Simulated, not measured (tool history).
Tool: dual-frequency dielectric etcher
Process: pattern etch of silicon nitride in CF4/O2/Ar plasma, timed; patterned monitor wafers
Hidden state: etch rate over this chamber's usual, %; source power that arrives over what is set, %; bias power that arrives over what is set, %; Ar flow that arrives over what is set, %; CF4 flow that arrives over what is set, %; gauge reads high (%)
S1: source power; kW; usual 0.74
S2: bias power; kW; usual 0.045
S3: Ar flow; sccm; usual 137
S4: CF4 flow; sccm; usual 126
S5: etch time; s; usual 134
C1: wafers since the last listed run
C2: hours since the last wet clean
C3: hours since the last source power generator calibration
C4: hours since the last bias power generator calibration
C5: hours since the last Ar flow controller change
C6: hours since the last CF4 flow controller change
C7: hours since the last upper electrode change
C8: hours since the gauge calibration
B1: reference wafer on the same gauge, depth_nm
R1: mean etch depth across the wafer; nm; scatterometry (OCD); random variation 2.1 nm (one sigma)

| run | day | S1 | S2 | S3 | S4 | S5 | C1 | C2 | C3 | C4 | C5 | C6 | C7 | C8 | B1 | R1 |
|---|---|---|---|---|---|---|---|---|---|---|---|---|---|---|---|---|
| 1 | 0 | 0.74 | 0.045 | 137 | 126 | 134 | 0 | 257.6 | 2498.7 | 283.9 | 437.7 | 3499.8 | 4709.7 | 2055.8 | 252.4 | 291.1 |
| 2 | 1.704 | 0.74 | 0.045 | 137 | 126 | 134 | 281 | 298.5 | 2539.6 | 324.8 | 478.6 | 3540.7 | 4750.6 | 2096.7 | 252.8 | 295 |
| 3 | 3.908 | 0.74 | 0.045 | 137 | 126 | 134 | 364 | 351.4 | 2592.5 | 377.7 | 531.5 | 3593.6 | 4803.5 | 2149.6 | 252.8 | 293 |
|  | 5.367 | source power generator calibrated |
| 4 | 6.317 | 0.74 | 0.045 | 137 | 126 | 134 | 370 | 409.2 | 22.8 | 435.5 | 589.3 | 3651.4 | 4861.3 | 2207.4 | 253 | 292 |
|  | 7.817 | wet clean of the chamber |
| 5 | 7.888 | 0.74 | 0.045 | 150 | 126 | 158 | 94 | 1.7 | 60.5 | 473.2 | 627 | 3689.1 | 4899 | 2245.1 | 252.2 | 342.1 |
| 6 | 10.642 | 0.74 | 0.045 | 137 | 126 | 134 | 455 | 67.8 | 126.6 | 539.3 | 693.1 | 3755.2 | 4965.1 | 2311.2 | 252.5 | 292.1 |
|  | 11.183 | gauge calibrated |
| 7 | 13.375 | 0.6 | 0.045 | 137 | 126 | 134 | 451 | 133.4 | 192.2 | 604.9 | 758.7 | 3820.8 | 5030.7 | 52.6 | 274.3 | 267.8 |
| 8 | 20 | 0.67 | 0.045 | 137 | 126 | 134 | 1094 | 292.4 | 351.2 | 763.9 | 917.7 | 3979.8 | 5189.7 | 211.6 | 270.4 | 284.1 |
| 9 | 22.5 | 0.87 | 0.045 | 137 | 126 | 134 | 413 | 352.4 | 411.2 | 823.9 | 977.7 | 4039.8 | 5249.7 | 271.6 | 269.6 | 355.3 |
| 10 | 23.979 | 0.74 | 0.045 | 165 | 144 | 118.5 | 244 | 387.9 | 446.7 | 859.4 | 1013.2 | 4075.3 | 5285.2 | 307.1 | 269 | 275.9 |
|  | 26.242 | wet clean of the chamber |
| 11 | 26.312 | 0.67 | 0.045 | 137 | 126 | 134 | 220 | 1.7 | 502.7 | 915.4 | 1069.2 | 4131.3 | 5341.2 | 363.1 | 267.7 | 284.3 |
|  | 27.954 | CF4 flow controller replaced |
|  | 29.442 | upper electrode replaced |
| 12 | 29.462 | 0.74 | 0.045 | 137 | 126 | 134 | 313 | 77.3 | 578.3 | 991 | 1144.8 | 36.2 | 0.5 | 438.7 | 267.4 | 307.3 |
| 13 | 30.075 | 0.74 | 0.05 | 137 | 126 | 156 | 101 | 92 | 593 | 1005.7 | 1159.5 | 50.9 | 15.2 | 453.4 | 266.8 | 369.2 |
| 14 | 31.508 | 0.74 | 0.045 | 137 | 126 | 134 | 236 | 126.4 | 627.4 | 1040.1 | 1193.9 | 85.3 | 49.6 | 487.8 | 265.9 | 305.3 |
| 15 | 34.154 | 0.74 | 0.045 | 124 | 126 | 134 | 437 | 189.9 | 690.9 | 1103.6 | 1257.4 | 148.8 | 113.1 | 551.3 | 265.1 | 310.3 |
| 16 | 39.746 | 0.74 | 0.045 | 137 | 104 | 134 | 923 | 324.1 | 825.1 | 1237.8 | 1391.6 | 283 | 247.3 | 685.5 | 263.8 | 292.9 |
| 17 | 41.308 | 0.6 | 0.045 | 146 | 152 | 104 | 258 | 361.6 | 862.6 | 1275.3 | 1429.1 | 320.5 | 284.8 | 723 | 264.1 | 204.7 |
| 18 | 43.546 | 0.8 | 0.037 | 137 | 126 | 171.5 | 369 | 415.3 | 916.3 | 1329 | 1482.8 | 374.2 | 338.5 | 776.7 | 262.8 | 398.9 |
|  | 46.446 | wet clean of the chamber |
| 19 | 46.467 | 0.81 | 0.045 | 137 | 126 | 117 | 317 | 0.5 | 986.4 | 1399.1 | 1552.9 | 444.3 | 408.6 | 846.8 | 262.5 | 283 |
|  | 47.646 | Ar flow controller replaced |
| 20 | 48.462 | 0.58 | 0.05 | 109 | 147 | 134 | 288 | 48.4 | 1034.3 | 1447 | 19.6 | 492.2 | 456.5 | 894.7 | 261.7 | 272.6 |
| 21 | 51.058 | 0.74 | 0.039 | 137 | 126 | 123.5 | 428 | 110.7 | 1096.6 | 1509.3 | 81.9 | 554.5 | 518.8 | 957 | 261.4 | 271.4 |

4 ways to go on from here, each from the tool as it stands after run 21. What would each give?
| A | 51.079 | 0.74 | 0.045 | 137 | 126 | 134 | 3 | 111.2 | 1097.1 | 1509.8 | 82.4 | 555 | 519.3 | 957.5 | ? | ? |
| B | 51.079 | 0.58 | 0.04 | 137 | 110 | 134 | 3 | 111.2 | 1097.1 | 1509.8 | 82.4 | 555 | 519.3 | 957.5 | ? | ? |
| C | 51.079 | 0.84 | 0.035 | 137 | 158 | 134 | 3 | 111.2 | 1097.1 | 1509.8 | 82.4 | 555 | 519.3 | 957.5 | ? | ? |
| D | 51.079 | 0.74 | 0.045 | 137 | 126 | 116 | 3 | 111.2 | 1097.1 | 1509.8 | 82.4 | 555 | 519.3 | 957.5 | ? | ? |

| run | B1 | R1 |
|---|---|---|
| A | 261.2 | 300.8 |
| B | 261.2 | 230.5 |
| C | 261.2 | 332.6 |
| D | 261.2 | 260.4 |
Without the tool's hidden state the same runs would have given:
| run | R1 |
|---|---|
| A | 313 |
| B | 239.9 |
| C | 346.1 |
| D | 271 |
